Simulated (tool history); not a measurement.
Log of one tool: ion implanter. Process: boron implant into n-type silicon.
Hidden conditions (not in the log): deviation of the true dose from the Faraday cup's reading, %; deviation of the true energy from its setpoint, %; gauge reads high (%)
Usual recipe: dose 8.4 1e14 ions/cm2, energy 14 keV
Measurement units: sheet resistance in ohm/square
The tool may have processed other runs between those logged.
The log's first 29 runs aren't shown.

run    hour   dose  energy  wafers since the last listed run  hours since the last dose calibration  hours since the extraction supply was calibrated  hours since the gauge calibration  read-back reference wafer on the same gauge, sheet resistance  sheet resistance
 30  2197.9   7.75    16.5                              1409                                 1018.5                                             740.5                              824.9                                                         133.02            158.05
 31  2254.3    8.4      14                               900                                 1074.9                                             796.9                              881.3                                                            133            150.53
 32  2353.4  10.24      17                              1581                                   1174                                               896                              980.4                                                         133.02            125.17
 33  2405.3    6.8      19                               828                                 1225.9                                             947.9                             1032.3                                                         133.03            174.47
 34  2494.8    8.4      14                              1428                                 1315.4                                            1037.4                             1121.8                                                            133            150.36
 35  2592.1  10.67      11                              1552                                 1412.7                                            1134.7                             1219.1                                                         132.96            130.82
 36  2673.2   7.73    17.5                              1294                                 1493.8                                            1215.8                             1300.2                                                         132.97             157.2
 37  2725.9   6.02      14                               841                                 1546.5                                            1268.5                             1352.9                                                         133.01            197.81

Predict each of these 4 candidate next runs independently; none follows another, all start after run 37:
  A  2726.3  6.06      14                                 6                                 1546.9                                            1268.9                             1353.3                                                              ?                 ?
  B  2726.3  6.35    15.5                                 6                                 1546.9                                            1268.9                             1353.3                                                              ?                 ?
  C  2726.3  9.84    18.5                                 6                                 1546.9                                            1268.9                             1353.3                                                              ?                 ?
  D  2726.3  7.62    12.5                                 6                                 1546.9                                            1268.9                             1353.3                                                              ?                 ?

run  read-back reference wafer on the same gauge, sheet resistance  sheet resistance
  A                                                         133.02            197.86
  B                                                         133.02            188.55
  C                                                         133.02            127.87
  D                                                         133.02            164.89
The same runs, with their run-to-run variation unchanged, on a tool lacking any hidden condition would have given:
run  sheet resistance
  A            201.26
  B            191.82
  C            129.99
  D            167.64
